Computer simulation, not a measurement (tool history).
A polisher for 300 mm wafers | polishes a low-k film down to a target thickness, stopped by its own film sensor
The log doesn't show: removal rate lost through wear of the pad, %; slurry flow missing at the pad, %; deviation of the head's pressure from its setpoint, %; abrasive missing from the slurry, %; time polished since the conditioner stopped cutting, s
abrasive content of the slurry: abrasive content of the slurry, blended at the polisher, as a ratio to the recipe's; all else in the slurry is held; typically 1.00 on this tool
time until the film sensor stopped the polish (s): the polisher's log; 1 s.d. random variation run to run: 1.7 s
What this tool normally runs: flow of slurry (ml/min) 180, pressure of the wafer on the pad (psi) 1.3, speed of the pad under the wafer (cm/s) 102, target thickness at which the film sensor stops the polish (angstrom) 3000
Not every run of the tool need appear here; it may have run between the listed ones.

| run | hour | flow of slurry (ml/min) | pressure of the wafer on the pad (psi) | speed of the pad under the wafer (cm/s) | abrasive content of the slurry | target thickness at which the film sensor stops the polish (angstrom) | wafers since the last listed run | wafers polished on this pad | hours since the slurry nozzle was cleaned | hours since the head pressure was calibrated | hours since the slurry blender was calibrated | hours since the conditioning disc was replaced | incoming thickness of the incoming film, nm | time until the film sensor stopped the polish (s) |
|---|---|---|---|---|---|---|---|---|---|---|---|---|---|---|
| 1 | 0.0 | 180 | 1.3 | 102 | 1.00 | 3000 | 0 | 968 | 348.3 | 910.7 | 168.7 | 87.0 | 342.3 | 161.5 |
| 2 | 9.9 | 180 | 1.3 | 102 | 1.00 | 2940 | 90 | 1059 | 358.2 | 920.6 | 178.6 | 96.9 | 338.2 | 165.0 |
|  | 13.6 | conditioning disc replaced and pad reconditioned |
|  | 15.0 | worn pad replaced by a new one |
| 3 | 19.1 | 180 | 1.3 | 112 | 1.00 | 3080 | 54 | 38 | 367.4 | 929.8 | 187.8 | 5.5 | 335.6 | 97.7 |
| 4 | 36.8 | 180 | 1.3 | 102 | 1.00 | 3000 | 162 | 200 | 385.1 | 947.5 | 205.5 | 23.2 | 334.3 | 134.1 |
| 5 | 42.8 | 180 | 1.3 | 102 | 1.00 | 3000 | 55 | 255 | 391.1 | 953.5 | 211.5 | 29.2 | 338.9 | 147.5 |
|  | 45.9 | head pressure recalibrated |
| 6 | 60.7 | 180 | 1.3 | 102 | 1.00 | 3000 | 146 | 402 | 409.0 | 14.8 | 229.4 | 47.1 | 346.0 | 160.4 |
| 7 | 98.3 | 180 | 1.3 | 126 | 1.25 | 2900 | 345 | 747 | 446.6 | 52.4 | 267.0 | 84.7 | 334.6 | 122.2 |
| 8 | 113.4 | 180 | 1.3 | 102 | 1.00 | 3000 | 138 | 886 | 461.7 | 67.5 | 282.1 | 99.8 | 336.6 | 127.3 |
|  | 119.4 | worn pad replaced by a new one |
| 9 | 120.5 | 180 | 1.3 | 80 | 1.10 | 2960 | 28 | 10 | 468.8 | 74.6 | 289.2 | 106.9 | 345.6 | 200.7 |
| 10 | 131.5 | 205 | 1.3 | 102 | 1.00 | 3060 | 101 | 111 | 479.8 | 85.6 | 300.2 | 117.9 | 337.5 | 108.7 |
|  | 134.0 | conditioning disc replaced and pad reconditioned |
|  | 135.6 | slurry blender recalibrated |
| 11 | 146.8 | 245 | 1.0 | 114 | 1.00 | 2900 | 107 | 218 | 495.1 | 100.9 | 11.2 | 12.8 | 344.8 | 214.3 |
| 12 | 160.2 | 180 | 1.3 | 102 | 1.00 | 3000 | 123 | 341 | 508.5 | 114.3 | 24.6 | 26.2 | 343.2 | 151.3 |
| 13 | 173.0 | 180 | 1.3 | 102 | 0.75 | 2910 | 117 | 459 | 521.3 | 127.1 | 37.4 | 39.0 | 338.1 | 182.7 |
| 14 | 180.4 | 200 | 1.3 | 122 | 1.00 | 3000 | 68 | 527 | 528.7 | 134.5 | 44.8 | 46.4 | 343.0 | 127.8 |
|  | 193.4 | slurry nozzle cleaned |
| 15 | 194.9 | 180 | 1.3 | 120 | 1.00 | 3000 | 124 | 651 | 1.5 | 149.0 | 59.3 | 60.9 | 343.5 | 136.5 |
| 16 | 211.1 | 120 | 1.3 | 102 | 1.20 | 3000 | 148 | 800 | 17.7 | 165.2 | 75.5 | 77.1 | 338.4 | 132.9 |
|  | 217.0 | worn pad replaced by a new one |
| 17 | 220.3 | 200 | 1.0 | 102 | 1.25 | 2950 | 47 | 29 | 26.9 | 174.4 | 84.7 | 86.3 | 339.1 | 171.7 |
| 18 | 238.0 | 180 | 1.7 | 102 | 1.00 | 3000 | 162 | 192 | 44.6 | 192.1 | 102.4 | 104.0 | 342.2 | 116.1 |
|  | 249.6 | conditioning disc replaced and pad reconditioned |
| 19 | 250.7 | 180 | 1.3 | 102 | 1.00 | 3000 | 98 | 290 | 57.3 | 204.8 | 115.1 | 1.1 | 340.9 | 143.1 |
| 20 | 258.6 | 180 | 1.3 | 102 | 1.00 | 2950 | 72 | 363 | 65.2 | 212.7 | 123.0 | 9.0 | 336.9 | 147.2 |
| 21 | 303.5 | 150 | 1.1 | 102 | 1.00 | 2900 | 412 | 776 | 110.1 | 257.6 | 167.9 | 53.9 | 337.7 | 201.6 |
|  | 310.4 | worn pad replaced by a new one |
| 22 | 320.8 | 180 | 1.3 | 102 | 1.10 | 3000 | 122 | 95 | 127.4 | 274.9 | 185.2 | 71.2 | 339.3 | 132.3 |
| 23 | 336.6 | 180 | 0.9 | 90 | 1.00 | 3000 | 145 | 241 | 143.2 | 290.7 | 201.0 | 87.0 | 340.5 | 212.4 |
| 24 | 346.8 | 180 | 0.9 | 102 | 0.75 | 3000 | 93 | 334 | 153.4 | 300.9 | 211.2 | 97.2 | 337.5 | 206.8 |
|  | 354.7 | conditioning disc replaced and pad reconditioned |
| 25 | 364.6 | 180 | 1.6 | 68 | 1.25 | 3000 | 145 | 480 | 171.2 | 318.7 | 229.0 | 9.9 | 336.4 | 135.5 |

Consider 4 possible next runs. They are alternatives, not a sequence: every one starts from the tool as it was left by run 25. What does each give?
| A | 365.1 | 180 | 1.3 | 102 | 1.00 | 2880 | 4 | 484 | 171.7 | 319.2 | 229.5 | 10.4 | 345.6 | ? |
| B | 365.1 | 180 | 1.3 | 102 | 0.85 | 3000 | 4 | 484 | 171.7 | 319.2 | 229.5 | 10.4 | 345.6 | ? |
| C | 365.1 | 180 | 1.3 | 86 | 0.80 | 3000 | 4 | 484 | 171.7 | 319.2 | 229.5 | 10.4 | 345.6 | ? |
| D | 365.1 | 180 | 1.2 | 124 | 0.75 | 3140 | 4 | 484 | 171.7 | 319.2 | 229.5 | 10.4 | 345.6 | ? |

| run | time until the film sensor stopped the polish (s) |
|---|---|
| A | 199.8 |
| B | 169.3 |
| C | 198.0 |
| D | 114.4 |
With no hidden state in the tool, these same runs would have given:
| run | time until the film sensor stopped the polish (s) |
|---|---|
| A | 197.5 |
| B | 167.4 |
| C | 195.8 |
| D | 113.1 |
